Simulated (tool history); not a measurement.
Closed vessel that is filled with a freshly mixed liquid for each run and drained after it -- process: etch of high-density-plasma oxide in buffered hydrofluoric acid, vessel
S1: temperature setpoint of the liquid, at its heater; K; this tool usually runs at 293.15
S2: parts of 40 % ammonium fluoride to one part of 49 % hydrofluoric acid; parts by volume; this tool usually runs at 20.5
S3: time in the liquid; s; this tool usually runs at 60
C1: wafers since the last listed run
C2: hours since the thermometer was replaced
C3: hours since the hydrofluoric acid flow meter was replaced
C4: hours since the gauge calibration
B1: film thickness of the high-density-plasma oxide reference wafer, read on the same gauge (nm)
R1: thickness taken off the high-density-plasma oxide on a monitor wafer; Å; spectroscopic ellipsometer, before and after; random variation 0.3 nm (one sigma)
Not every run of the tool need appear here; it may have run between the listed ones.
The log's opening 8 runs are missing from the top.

run,hour,S1,S2,S3,C1,C2,C3,C4,B1,R1
# hour 529.2: hydrofluoric acid flow meter replaced
9,529.7,293.15,20.5,60,7208,822.7,0.5,1606.0,125.26,430.5
10,573.5,296.15,26.0,40,5699,866.5,44.3,1649.8,125.15,290.8
# hour 609.0: thermometer replaced
11,642.8,290.15,20.5,60,8887,33.8,113.6,1719.1,124.93,358.4
# hour 652.6: gauge calibrated
12,684.0,293.15,20.5,70,5361,75.0,154.8,31.4,129.05,518.9
13,714.9,293.15,16.5,35,4020,105.9,185.7,62.3,128.94,318.7
14,784.4,293.15,20.5,90,9043,175.4,255.2,131.8,128.72,667.4
15,820.8,293.15,20.5,60,4736,211.8,291.6,168.2,128.61,440.0
16,883.7,291.15,27.5,85,8184,274.7,354.5,231.1,128.42,457.7
17,926.0,293.15,20.5,85,5504,317.0,396.8,273.4,128.29,625.0
18,978.4,293.15,20.5,60,6818,369.4,449.2,325.8,128.14,444.1
19,1033.7,293.15,20.5,60,7195,424.7,504.5,381.1,127.99,436.9
20,1074.3,293.15,13.0,60,5283,465.3,545.1,421.7,127.88,684.5
21,1127.4,290.15,27.0,95,6909,518.4,598.2,474.8,127.69,486.4
22,1175.4,293.15,20.5,60,6245,566.4,646.2,522.8,127.56,439.9
23,1201.2,290.65,26.5,30,3357,592.2,672.0,548.6,127.51,157.9
24,1362.9,296.15,23.5,75,21040,753.9,833.7,710.3,126.97,585.5
25,1412.9,290.15,17.5,85,6506,803.9,883.7,760.3,126.85,610.4
# hour 1499.8: thermometer replaced
26,1586.1,293.15,17.0,60,22407,86.3,1056.9,933.5,126.30,518.1
# hour 1613.1: hydrofluoric acid flow meter replaced
27,1635.7,293.15,17.0,35,6324,135.9,22.6,983.1,126.14,301.2
28,1670.6,290.15,20.5,80,4541,170.8,57.5,1018.0,126.01,489.4
29,1731.1,295.15,13.0,35,7872,231.3,118.0,1078.5,125.87,441.1

Estimate the outcome of run 30 from the log above:
30,1763.0,290.15,20.5,35,4150,263.2,149.9,1110.4,?,?

B1: 125.76
R1: 213.1 Å
Without the tool's hidden state the same run would have given R1 220.2 Å.
